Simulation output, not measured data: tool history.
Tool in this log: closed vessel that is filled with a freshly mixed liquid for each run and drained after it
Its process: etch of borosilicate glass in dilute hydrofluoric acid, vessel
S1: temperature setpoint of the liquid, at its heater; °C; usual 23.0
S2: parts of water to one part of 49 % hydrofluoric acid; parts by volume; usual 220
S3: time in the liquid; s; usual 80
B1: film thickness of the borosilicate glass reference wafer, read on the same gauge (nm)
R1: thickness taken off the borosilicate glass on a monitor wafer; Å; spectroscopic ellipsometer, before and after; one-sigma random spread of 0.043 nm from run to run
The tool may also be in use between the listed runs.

run,hour,S1,S2,S3,B1,R1
1,0.0,21.0,220,80,119.99,99.1
2,14.4,21.0,220,80,120.01,99.6
# hour 15.6: gauge calibrated
3,48.8,23.0,220,40,119.99,53.8
4,69.9,23.0,220,40,120.00,53.8
5,93.4,23.0,220,40,119.99,53.9
6,117.5,23.0,220,80,119.99,108.7
# hour 178.2: thermometer replaced
7,215.7,23.0,220,80,119.99,109.1
8,239.2,23.0,220,105,119.99,142.5
9,263.7,23.0,220,40,119.99,53.8
# hour 288.1: hydrofluoric acid flow meter replaced
10,297.0,19.0,220,115,120.02,140.4
11,319.4,23.0,220,80,119.99,114.4
12,337.1,20.5,145,115,120.00,243.8
# hour 353.3: hydrofluoric acid flow meter replaced, repeated, since the last time left the tool worse
13,356.1,20.5,145,115,120.00,213.5
# hour 381.0: gauge calibrated
14,390.9,23.0,260,50,119.99,51.3
15,419.1,26.5,305,125,119.99,118.5
16,451.4,23.0,285,80,120.00,72.8
17,485.0,24.5,265,80,120.02,84.4

Below are 5 alternative next runs, each starting from the tool's condition after run 17. Predict each:
A,485.7,23.0,220,35,?,?
B,485.7,19.5,220,65,?,?
C,485.7,27.5,185,115,?,?
D,485.7,27.0,115,80,?,?
E,485.7,23.0,280,45,?,?

run,B1,R1
A,120.02,44.1
B,120.02,71.9
C,120.02,211.2
D,120.02,252.8
E,120.02,42.0
Stripped of hidden state, with their random variation kept, the same runs would have yielded:
run,R1
A,43.8
B,71.3
C,209.4
D,250.8
E,41.6
